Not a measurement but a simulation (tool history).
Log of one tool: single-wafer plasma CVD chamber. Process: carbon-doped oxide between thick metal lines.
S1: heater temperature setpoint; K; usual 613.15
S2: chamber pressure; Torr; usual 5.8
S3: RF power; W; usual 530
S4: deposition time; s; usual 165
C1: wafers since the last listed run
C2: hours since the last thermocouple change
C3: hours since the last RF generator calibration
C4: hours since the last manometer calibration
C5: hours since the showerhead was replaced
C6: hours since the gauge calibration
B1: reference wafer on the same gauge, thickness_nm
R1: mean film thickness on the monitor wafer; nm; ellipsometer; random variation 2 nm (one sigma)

{"run": 1, "hour": 0.0, "S1": 613.15, "S2": 5.8, "S3": 530, "S4": 165, "C1": 0, "C2": 1201.3, "C3": 1722.2, "C4": 645.2, "C5": 3213.4, "C6": 553.2, "B1": 1031.227, "R1": 895.424}
{"run": 2, "hour": 35.6, "S1": 613.15, "S2": 5.8, "S3": 530, "S4": 165, "C1": 205, "C2": 1236.9, "C3": 1757.8, "C4": 680.8, "C5": 3249, "C6": 588.8, "B1": 1031.073, "R1": 893.173}
{"run": 3, "hour": 69.3, "S1": 613.15, "S2": 5.8, "S3": 530, "S4": 165, "C1": 194, "C2": 1270.6, "C3": 1791.5, "C4": 714.5, "C5": 3282.7, "C6": 622.5, "B1": 1031.578, "R1": 897.744}
{"run": 4, "hour": 88.5, "S1": 613.15, "S2": 5.8, "S3": 530, "S4": 165, "C1": 110, "C2": 1289.8, "C3": 1810.7, "C4": 733.7, "C5": 3301.9, "C6": 641.7, "B1": 1031.462, "R1": 896.076}
{"run": 5, "hour": 120.6, "S1": 613.15, "S2": 5.8, "S3": 530, "S4": 165, "C1": 185, "C2": 1321.9, "C3": 1842.8, "C4": 765.8, "C5": 3334, "C6": 673.8, "B1": 1031.546, "R1": 895.274}
{"run": 6, "hour": 140.1, "S1": 613.15, "S2": 5.8, "S3": 530, "S4": 165, "C1": 112, "C2": 1341.4, "C3": 1862.3, "C4": 785.3, "C5": 3353.5, "C6": 693.3, "B1": 1032.381, "R1": 896.683}
{"run": 7, "hour": 174.3, "S1": 613.15, "S2": 5.8, "S3": 530, "S4": 165, "C1": 197, "C2": 1375.6, "C3": 1896.5, "C4": 819.5, "C5": 3387.7, "C6": 727.5, "B1": 1030.133, "R1": 893.159}
{"hour": 179.3, "done": "gauge calibrated"}
{"run": 8, "hour": 195.2, "S1": 613.15, "S2": 4.68, "S3": 530, "S4": 165, "C1": 120, "C2": 1396.5, "C3": 1917.4, "C4": 840.4, "C5": 3408.6, "C6": 15.9, "B1": 1030.379, "R1": 855.286}
{"run": 9, "hour": 211.1, "S1": 613.15, "S2": 5.8, "S3": 605, "S4": 165, "C1": 91, "C2": 1412.4, "C3": 1933.3, "C4": 856.3, "C5": 3424.5, "C6": 31.8, "B1": 1031.457, "R1": 989.369}
{"run": 10, "hour": 242.6, "S1": 604.15, "S2": 6.55, "S3": 435, "S4": 174, "C1": 181, "C2": 1443.9, "C3": 1964.8, "C4": 887.8, "C5": 3456, "C6": 63.3, "B1": 1030.896, "R1": 838.292}
{"run": 11, "hour": 267.6, "S1": 599.15, "S2": 5.8, "S3": 530, "S4": 151, "C1": 144, "C2": 1468.9, "C3": 1989.8, "C4": 912.8, "C5": 3481, "C6": 88.3, "B1": 1031.003, "R1": 852.236}
{"run": 12, "hour": 289.0, "S1": 613.15, "S2": 4.88, "S3": 460, "S4": 195, "C1": 123, "C2": 1490.3, "C3": 2011.2, "C4": 934.2, "C5": 3502.4, "C6": 109.7, "B1": 1030.319, "R1": 911.525}
{"run": 13, "hour": 302.3, "S1": 613.15, "S2": 6.15, "S3": 480, "S4": 165, "C1": 76, "C2": 1503.6, "C3": 2024.5, "C4": 947.5, "C5": 3515.7, "C6": 123, "B1": 1030.763, "R1": 835.378}
{"run": 14, "hour": 337.4, "S1": 613.15, "S2": 6.96, "S3": 475, "S4": 165, "C1": 202, "C2": 1538.7, "C3": 2059.6, "C4": 982.6, "C5": 3550.8, "C6": 158.1, "B1": 1030.907, "R1": 843.084}
{"run": 15, "hour": 355.7, "S1": 613.15, "S2": 5.8, "S3": 530, "S4": 143, "C1": 105, "C2": 1557, "C3": 2077.9, "C4": 1000.9, "C5": 3569.1, "C6": 176.4, "B1": 1031.496, "R1": 778.597}
{"hour": 364.6, "done": "thermocouple changed; heater temperature recalibrated"}
{"run": 16, "hour": 371.4, "S1": 613.15, "S2": 5.35, "S3": 530, "S4": 165, "C1": 44, "C2": 6.8, "C3": 2093.6, "C4": 1016.6, "C5": 3584.8, "C6": 192.1, "B1": 1029.795, "R1": 880.513}
{"run": 17, "hour": 384.5, "S1": 625.15, "S2": 4.62, "S3": 575, "S4": 183, "C1": 75, "C2": 19.9, "C3": 2106.7, "C4": 1029.7, "C5": 3597.9, "C6": 205.2, "B1": 1031.669, "R1": 963.037}
{"run": 18, "hour": 404.5, "S1": 613.15, "S2": 5.8, "S3": 530, "S4": 165, "C1": 115, "C2": 39.9, "C3": 2126.7, "C4": 1049.7, "C5": 3617.9, "C6": 225.2, "B1": 1030.507, "R1": 895.833}
{"run": 19, "hour": 430.8, "S1": 613.15, "S2": 4.4, "S3": 440, "S4": 142, "C1": 151, "C2": 66.2, "C3": 2153, "C4": 1076, "C5": 3644.2, "C6": 251.5, "B1": 1031.619, "R1": 620.564}
{"run": 20, "hour": 446.8, "S1": 613.15, "S2": 5.8, "S3": 530, "S4": 165, "C1": 92, "C2": 82.2, "C3": 2169, "C4": 1092, "C5": 3660.2, "C6": 267.5, "B1": 1030.896, "R1": 898.32}
{"hour": 464.4, "done": "RF generator calibrated"}
{"run": 21, "hour": 473.9, "S1": 613.15, "S2": 5.8, "S3": 430, "S4": 165, "C1": 110, "C2": 109.3, "C3": 9.5, "C4": 1119.1, "C5": 3687.3, "C6": 294.6, "B1": 1031.016, "R1": 755.879}
{"hour": 490.5, "done": "capacitance manometer re-zeroed and calibrated"}
{"hour": 532.0, "done": "showerhead replaced"}
{"run": 22, "hour": 573.4, "S1": 609.15, "S2": 4.67, "S3": 575, "S4": 165, "C1": 481, "C2": 208.8, "C3": 109, "C4": 82.9, "C5": 41.4, "C6": 394.1, "B1": 1031.326, "R1": 910.503}
{"run": 23, "hour": 601.5, "S1": 613.15, "S2": 5.8, "S3": 530, "S4": 165, "C1": 162, "C2": 236.9, "C3": 137.1, "C4": 111, "C5": 69.5, "C6": 422.2, "B1": 1031.227, "R1": 894.008}
{"run": 24, "hour": 632.4, "S1": 613.15, "S2": 5.8, "S3": 430, "S4": 165, "C1": 178, "C2": 267.8, "C3": 168, "C4": 141.9, "C5": 100.4, "C6": 453.1, "B1": 1031.436, "R1": 752.739}
{"run": 25, "hour": 660.2, "S1": 613.15, "S2": 5.43, "S3": 580, "S4": 192, "C1": 160, "C2": 295.6, "C3": 195.8, "C4": 169.7, "C5": 128.2, "C6": 480.9, "B1": 1031.38, "R1": 1095.026}
{"run": 26, "hour": 691.0, "S1": 613.15, "S2": 5.8, "S3": 530, "S4": 135, "C1": 177, "C2": 326.4, "C3": 226.6, "C4": 200.5, "C5": 159, "C6": 511.7, "B1": 1030.357, "R1": 732.253}
{"hour": 767.2, "done": "gauge calibrated"}
{"run": 27, "hour": 779.5, "S1": 613.15, "S2": 5.8, "S3": 530, "S4": 165, "C1": 510, "C2": 414.9, "C3": 315.1, "C4": 289, "C5": 247.5, "C6": 12.3, "B1": 1030.495, "R1": 893.063}

Forecast each of these 5 alternatives for the next run:
{"run": "A", "hour": 779.9, "S1": 613.15, "S2": 4.45, "S3": 530, "S4": 165, "C1": 2, "C2": 415.3, "C3": 315.5, "C4": 289.4, "C5": 247.9, "C6": 12.7, "B1": "?", "R1": "?"}
{"run": "B", "hour": 779.9, "S1": 613.15, "S2": 5.8, "S3": 530, "S4": 188, "C1": 2, "C2": 415.3, "C3": 315.5, "C4": 289.4, "C5": 247.9, "C6": 12.7, "B1": "?", "R1": "?"}
{"run": "C", "hour": 779.9, "S1": 613.15, "S2": 5.8, "S3": 475, "S4": 165, "C1": 2, "C2": 415.3, "C3": 315.5, "C4": 289.4, "C5": 247.9, "C6": 12.7, "B1": "?", "R1": "?"}
{"run": "D", "hour": 779.9, "S1": 620.15, "S2": 7.13, "S3": 445, "S4": 140, "C1": 2, "C2": 415.3, "C3": 315.5, "C4": 289.4, "C5": 247.9, "C6": 12.7, "B1": "?", "R1": "?"}
{"run": "E", "hour": 779.9, "S1": 613.15, "S2": 5.8, "S3": 530, "S4": 186, "C1": 2, "C2": 415.3, "C3": 315.5, "C4": 289.4, "C5": 247.9, "C6": 12.7, "B1": "?", "R1": "?"}

run=A B1=1030.836 R1=843.983
run=B B1=1030.836 R1=1022.532
run=C B1=1030.836 R1=825.714
run=D B1=1030.836 R1=666.911
run=E B1=1030.836 R1=1011.686
Without the tool's hidden state the same runs would have given:
run=A R1=843.983
run=B R1=1022.532
run=C R1=825.714
run=D R1=666.911
run=E R1=1011.686
